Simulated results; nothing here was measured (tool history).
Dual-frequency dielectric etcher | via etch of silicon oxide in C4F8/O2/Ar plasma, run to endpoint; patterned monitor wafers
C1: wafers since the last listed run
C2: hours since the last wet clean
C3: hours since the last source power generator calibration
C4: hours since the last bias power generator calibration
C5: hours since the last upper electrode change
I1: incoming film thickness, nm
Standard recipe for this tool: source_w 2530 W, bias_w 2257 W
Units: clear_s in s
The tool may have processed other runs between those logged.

{"run": 1, "hour": 0.0, "source_w": 2530, "bias_w": 2257, "C1": 0, "C2": 324, "C3": 2237.5, "C4": 1440.8, "C5": 2113.7, "I1": 1272.2, "clear_s": 244}
{"run": 2, "hour": 38.0, "source_w": 2700, "bias_w": 2257, "C1": 288, "C2": 362, "C3": 2275.5, "C4": 1478.8, "C5": 2151.7, "I1": 1251.5, "clear_s": 237}
{"run": 3, "hour": 86.5, "source_w": 2530, "bias_w": 2257, "C1": 368, "C2": 410.5, "C3": 2324, "C4": 1527.3, "C5": 2200.2, "I1": 1256.2, "clear_s": 242.7}
{"hour": 156.9, "done": "wet clean of the chamber"}
{"run": 4, "hour": 157.4, "source_w": 2530, "bias_w": 2257, "C1": 356, "C2": 0.5, "C3": 2394.9, "C4": 1598.2, "C5": 2271.1, "I1": 1264.2, "clear_s": 241}
{"run": 5, "hour": 203.0, "source_w": 2530, "bias_w": 2257, "C1": 346, "C2": 46.1, "C3": 2440.5, "C4": 1643.8, "C5": 2316.7, "I1": 1255, "clear_s": 240.8}
{"run": 6, "hour": 245.2, "source_w": 2530, "bias_w": 2257, "C1": 320, "C2": 88.3, "C3": 2482.7, "C4": 1686, "C5": 2358.9, "I1": 1243.3, "clear_s": 238.3}
{"run": 7, "hour": 287.1, "source_w": 2530, "bias_w": 2257, "C1": 318, "C2": 130.2, "C3": 2524.6, "C4": 1727.9, "C5": 2400.8, "I1": 1264, "clear_s": 243.5}
{"run": 8, "hour": 357.4, "source_w": 2530, "bias_w": 2466, "C1": 534, "C2": 200.5, "C3": 2594.9, "C4": 1798.2, "C5": 2471.1, "I1": 1256, "clear_s": 235.1}
{"run": 9, "hour": 394.6, "source_w": 2530, "bias_w": 2466, "C1": 282, "C2": 237.7, "C3": 2632.1, "C4": 1835.4, "C5": 2508.3, "I1": 1266.6, "clear_s": 239.2}
{"run": 10, "hour": 458.8, "source_w": 2530, "bias_w": 2257, "C1": 488, "C2": 301.9, "C3": 2696.3, "C4": 1899.6, "C5": 2572.5, "I1": 1258.4, "clear_s": 245.3}
{"hour": 480.3, "done": "bias power generator calibrated"}
{"run": 11, "hour": 509.2, "source_w": 2530, "bias_w": 2625, "C1": 352, "C2": 352.3, "C3": 2746.7, "C4": 28.9, "C5": 2622.9, "I1": 1272.2, "clear_s": 232.8}
{"hour": 576.2, "done": "upper electrode replaced"}
{"run": 12, "hour": 576.7, "source_w": 2720, "bias_w": 2427, "C1": 330, "C2": 419.8, "C3": 2814.2, "C4": 96.4, "C5": 0.5, "I1": 1262.2, "clear_s": 231.9}
{"run": 13, "hour": 642.0, "source_w": 2720, "bias_w": 2427, "C1": 496, "C2": 485.1, "C3": 2879.5, "C4": 161.7, "C5": 65.8, "I1": 1273.6, "clear_s": 235}
{"hour": 683.7, "done": "wet clean of the chamber"}
{"run": 14, "hour": 704.0, "source_w": 2720, "bias_w": 2427, "C1": 288, "C2": 20.3, "C3": 2941.5, "C4": 223.7, "C5": 127.8, "I1": 1259, "clear_s": 225.6}
{"run": 15, "hour": 758.4, "source_w": 2530, "bias_w": 2257, "C1": 413, "C2": 74.7, "C3": 2995.9, "C4": 278.1, "C5": 182.2, "I1": 1263.9, "clear_s": 237.4}
{"run": 16, "hour": 783.9, "source_w": 2530, "bias_w": 2638, "C1": 193, "C2": 100.2, "C3": 3021.4, "C4": 303.6, "C5": 207.7, "I1": 1253, "clear_s": 224.9}
{"run": 17, "hour": 838.4, "source_w": 2530, "bias_w": 2257, "C1": 414, "C2": 154.7, "C3": 3075.9, "C4": 358.1, "C5": 262.2, "I1": 1273.3, "clear_s": 240.7}
{"run": 18, "hour": 898.2, "source_w": 2530, "bias_w": 2257, "C1": 454, "C2": 214.5, "C3": 3135.7, "C4": 417.9, "C5": 322, "I1": 1277.9, "clear_s": 242.2}
{"run": 19, "hour": 951.7, "source_w": 3070, "bias_w": 2257, "C1": 406, "C2": 268, "C3": 3189.2, "C4": 471.4, "C5": 375.5, "I1": 1270.9, "clear_s": 227.3}
{"run": 20, "hour": 1015.7, "source_w": 2530, "bias_w": 2257, "C1": 486, "C2": 332, "C3": 3253.2, "C4": 535.4, "C5": 439.5, "I1": 1278.1, "clear_s": 244.6}
{"run": 21, "hour": 1059.3, "source_w": 2150, "bias_w": 2531, "C1": 331, "C2": 375.6, "C3": 3296.8, "C4": 579, "C5": 483.1, "I1": 1260.9, "clear_s": 245.2}
{"run": 22, "hour": 1097.3, "source_w": 2530, "bias_w": 2257, "C1": 288, "C2": 413.6, "C3": 3334.8, "C4": 617, "C5": 521.1, "I1": 1274.1, "clear_s": 244.4}
{"hour": 1122.4, "done": "wet clean of the chamber"}
{"run": 23, "hour": 1154.6, "source_w": 2530, "bias_w": 2257, "C1": 253, "C2": 32.2, "C3": 3392.1, "C4": 674.3, "C5": 578.4, "I1": 1269.5, "clear_s": 237.8}
{"run": 24, "hour": 1209.1, "source_w": 2530, "bias_w": 2257, "C1": 414, "C2": 86.7, "C3": 3446.6, "C4": 728.8, "C5": 632.9, "I1": 1264.5, "clear_s": 239.4}
{"run": 25, "hour": 1248.3, "source_w": 3090, "bias_w": 2094, "C1": 298, "C2": 125.9, "C3": 3485.8, "C4": 768, "C5": 672.1, "I1": 1268.8, "clear_s": 229.3}
{"run": 26, "hour": 1309.0, "source_w": 2060, "bias_w": 2766, "C1": 461, "C2": 186.6, "C3": 3546.5, "C4": 828.7, "C5": 732.8, "I1": 1263.1, "clear_s": 240.3}
{"run": 27, "hour": 1367.7, "source_w": 2260, "bias_w": 1930, "C1": 446, "C2": 245.3, "C3": 3605.2, "C4": 887.4, "C5": 791.5, "I1": 1254.3, "clear_s": 261.3}
{"hour": 1373.9, "done": "source power generator calibrated"}
{"run": 28, "hour": 1422.8, "source_w": 2320, "bias_w": 1764, "C1": 388, "C2": 300.4, "C3": 48.9, "C4": 942.5, "C5": 846.6, "I1": 1265.1, "clear_s": 268.5}
{"run": 29, "hour": 1482.9, "source_w": 2370, "bias_w": 1752, "C1": 457, "C2": 360.5, "C3": 109, "C4": 1002.6, "C5": 906.7, "I1": 1256.6, "clear_s": 265.4}
{"hour": 1534.5, "done": "wet clean of the chamber"}
{"run": 30, "hour": 1535.0, "source_w": 1930, "bias_w": 1746, "C1": 213, "C2": 0.5, "C3": 161.1, "C4": 1054.7, "C5": 958.8, "I1": 1250.8, "clear_s": 279}
{"run": 31, "hour": 1582.3, "source_w": 2530, "bias_w": 1780, "C1": 359, "C2": 47.8, "C3": 208.4, "C4": 1102, "C5": 1006.1, "I1": 1265.2, "clear_s": 255.4}
{"run": 32, "hour": 1607.4, "source_w": 3010, "bias_w": 2591, "C1": 190, "C2": 72.9, "C3": 233.5, "C4": 1127.1, "C5": 1031.2, "I1": 1258.6, "clear_s": 214.7}
{"run": 33, "hour": 1646.1, "source_w": 2530, "bias_w": 2461, "C1": 294, "C2": 111.6, "C3": 272.2, "C4": 1165.8, "C5": 1069.9, "I1": 1262.6, "clear_s": 233.7}
{"run": 34, "hour": 1778.6, "source_w": 2530, "bias_w": 2257, "C1": 1007, "C2": 244.1, "C3": 404.7, "C4": 1298.3, "C5": 1202.4, "I1": 1267.8, "clear_s": 242.4}
{"run": 35, "hour": 1841.2, "source_w": 2530, "bias_w": 2101, "C1": 476, "C2": 306.7, "C3": 467.3, "C4": 1360.9, "C5": 1265, "I1": 1265.5, "clear_s": 248.4}

4 options for the next run, each taken on its own from the tool as it stands now. Forecast them:
{"run": "A", "hour": 1841.7, "source_w": 2530, "bias_w": 2771, "C1": 3, "C2": 307.2, "C3": 467.8, "C4": 1361.4, "C5": 1265.5, "I1": 1272.3, "clear_s": "?"}
{"run": "B", "hour": 1841.7, "source_w": 2810, "bias_w": 1931, "C1": 3, "C2": 307.2, "C3": 467.8, "C4": 1361.4, "C5": 1265.5, "I1": 1272.3, "clear_s": "?"}
{"run": "C", "hour": 1841.7, "source_w": 2530, "bias_w": 2620, "C1": 3, "C2": 307.2, "C3": 467.8, "C4": 1361.4, "C5": 1265.5, "I1": 1272.3, "clear_s": "?"}
{"run": "D", "hour": 1841.7, "source_w": 2350, "bias_w": 2257, "C1": 3, "C2": 307.2, "C3": 467.8, "C4": 1361.4, "C5": 1265.5, "I1": 1272.3, "clear_s": "?"}

run=A clear_s=229.3
run=B clear_s=248.5
run=C clear_s=233.5
run=D clear_s=250.9
Without the tool's hidden state the same runs would have given:
run=A clear_s=223.1
run=B clear_s=241.9
run=C clear_s=227.2
run=D clear_s=244.2
